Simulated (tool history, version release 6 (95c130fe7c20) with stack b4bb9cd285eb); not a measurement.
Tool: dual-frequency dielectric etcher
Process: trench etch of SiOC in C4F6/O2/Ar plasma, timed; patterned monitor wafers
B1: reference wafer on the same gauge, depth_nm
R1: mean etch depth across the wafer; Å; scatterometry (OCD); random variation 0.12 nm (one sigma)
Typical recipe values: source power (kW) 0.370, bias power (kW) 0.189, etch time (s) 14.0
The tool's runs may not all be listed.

{"run": 1, "day": 0.0, "source power (kW)": 0.37, "bias power (kW)": 0.189, "etch time (s)": 16.5, "B1": 30.18, "R1": 363.6}
{"run": 2, "day": 0.925, "source power (kW)": 0.37, "bias power (kW)": 0.163, "etch time (s)": 14.0, "B1": 30.18, "R1": 300.6}
{"run": 3, "day": 1.433, "source power (kW)": 0.3, "bias power (kW)": 0.189, "etch time (s)": 14.0, "B1": 30.15, "R1": 295.3}
{"run": 4, "day": 2.15, "source power (kW)": 0.3, "bias power (kW)": 0.189, "etch time (s)": 14.0, "B1": 30.15, "R1": 295.8}
{"day": 3.042, "done": "source power generator calibrated"}
{"day": 3.208, "done": "upper electrode replaced"}
{"run": 5, "day": 3.342, "source power (kW)": 0.37, "bias power (kW)": 0.189, "etch time (s)": 14.0, "B1": 30.1, "R1": 308.3}
{"run": 6, "day": 4.454, "source power (kW)": 0.37, "bias power (kW)": 0.189, "etch time (s)": 14.0, "B1": 30.11, "R1": 306.8}
{"run": 7, "day": 5.95, "source power (kW)": 0.37, "bias power (kW)": 0.189, "etch time (s)": 14.0, "B1": 30.07, "R1": 306.7}
{"run": 8, "day": 6.729, "source power (kW)": 0.37, "bias power (kW)": 0.189, "etch time (s)": 11.5, "B1": 30.06, "R1": 253.5}
{"day": 6.95, "done": "bias power generator calibrated"}
{"run": 9, "day": 7.533, "source power (kW)": 0.43, "bias power (kW)": 0.236, "etch time (s)": 18.0, "B1": 30.06, "R1": 423.6}
{"run": 10, "day": 8.354, "source power (kW)": 0.34, "bias power (kW)": 0.233, "etch time (s)": 16.0, "B1": 30.01, "R1": 357.2}
{"run": 11, "day": 9.05, "source power (kW)": 0.37, "bias power (kW)": 0.145, "etch time (s)": 12.5, "B1": 30.02, "R1": 262.9}
{"run": 12, "day": 10.292, "source power (kW)": 0.37, "bias power (kW)": 0.189, "etch time (s)": 14.0, "B1": 29.96, "R1": 306.1}
{"day": 10.929, "done": "gauge calibrated"}
{"run": 13, "day": 11.192, "source power (kW)": 0.29, "bias power (kW)": 0.189, "etch time (s)": 14.0, "B1": 30.72, "R1": 299.9}
{"run": 14, "day": 12.662, "source power (kW)": 0.37, "bias power (kW)": 0.189, "etch time (s)": 14.0, "B1": 30.68, "R1": 313.3}
{"run": 15, "day": 13.171, "source power (kW)": 0.37, "bias power (kW)": 0.189, "etch time (s)": 14.0, "B1": 30.67, "R1": 314.3}
{"run": 16, "day": 14.458, "source power (kW)": 0.44, "bias power (kW)": 0.217, "etch time (s)": 11.0, "B1": 30.66, "R1": 262.2}
{"run": 17, "day": 15.625, "source power (kW)": 0.44, "bias power (kW)": 0.189, "etch time (s)": 14.0, "B1": 30.64, "R1": 325.9}
{"run": 18, "day": 17.104, "source power (kW)": 0.4, "bias power (kW)": 0.216, "etch time (s)": 17.0, "B1": 30.58, "R1": 396.3}
{"run": 19, "day": 18.567, "source power (kW)": 0.37, "bias power (kW)": 0.232, "etch time (s)": 11.5, "B1": 30.58, "R1": 267.2}
{"run": 20, "day": 19.721, "source power (kW)": 0.31, "bias power (kW)": 0.189, "etch time (s)": 12.0, "B1": 30.55, "R1": 257.9}
{"run": 21, "day": 20.654, "source power (kW)": 0.45, "bias power (kW)": 0.168, "etch time (s)": 12.5, "B1": 30.55, "R1": 287.2}
{"day": 22.562, "done": "wet clean of the chamber"}
{"run": 22, "day": 22.583, "source power (kW)": 0.37, "bias power (kW)": 0.189, "etch time (s)": 14.0, "B1": 30.51, "R1": 312.1}
{"run": 23, "day": 23.462, "source power (kW)": 0.37, "bias power (kW)": 0.223, "etch time (s)": 15.0, "B1": 30.5, "R1": 345.8}
{"run": 24, "day": 24.917, "source power (kW)": 0.35, "bias power (kW)": 0.189, "etch time (s)": 14.0, "B1": 30.47, "R1": 307.9}
{"run": 25, "day": 27.008, "source power (kW)": 0.4, "bias power (kW)": 0.189, "etch time (s)": 14.0, "B1": 30.43, "R1": 317.8}
{"run": 26, "day": 28.358, "source power (kW)": 0.42, "bias power (kW)": 0.174, "etch time (s)": 14.0, "B1": 30.41, "R1": 316.1}
{"run": 27, "day": 29.242, "source power (kW)": 0.37, "bias power (kW)": 0.189, "etch time (s)": 14.0, "B1": 30.38, "R1": 310.3}
{"run": 28, "day": 30.158, "source power (kW)": 0.37, "bias power (kW)": 0.189, "etch time (s)": 14.0, "B1": 30.35, "R1": 309.7}
{"run": 29, "day": 33.646, "source power (kW)": 0.37, "bias power (kW)": 0.148, "etch time (s)": 15.0, "B1": 30.33, "R1": 320.1}
{"run": 30, "day": 34.721, "source power (kW)": 0.41, "bias power (kW)": 0.189, "etch time (s)": 14.0, "B1": 30.29, "R1": 314.9}

The same runs without the tool's hidden state, with the same run-to-run variation:
Hidden state at play: etch rate over this chamber's usual, %; source power that arrives over what is set, %; bias power that arrives over what is set, %; gauge reads high (%).
run=1 R1=371.1
run=2 R1=307.0
run=3 R1=301.7
run=4 R1=302.3
run=5 R1=315.3
run=6 R1=314.0
run=7 R1=314.1
run=8 R1=259.8
run=9 R1=434.4
run=10 R1=366.5
run=11 R1=269.8
run=12 R1=314.4
run=13 R1=300.7
run=14 R1=314.5
run=15 R1=315.5
run=16 R1=263.5
run=17 R1=327.7
run=18 R1=398.8
run=19 R1=269.2
run=20 R1=259.9
run=21 R1=289.6
run=22 R1=315.2
run=23 R1=349.4
run=24 R1=311.3
run=25 R1=321.7
run=26 R1=320.3
run=27 R1=314.6
run=28 R1=314.1
run=29 R1=325.4
run=30 R1=320.4

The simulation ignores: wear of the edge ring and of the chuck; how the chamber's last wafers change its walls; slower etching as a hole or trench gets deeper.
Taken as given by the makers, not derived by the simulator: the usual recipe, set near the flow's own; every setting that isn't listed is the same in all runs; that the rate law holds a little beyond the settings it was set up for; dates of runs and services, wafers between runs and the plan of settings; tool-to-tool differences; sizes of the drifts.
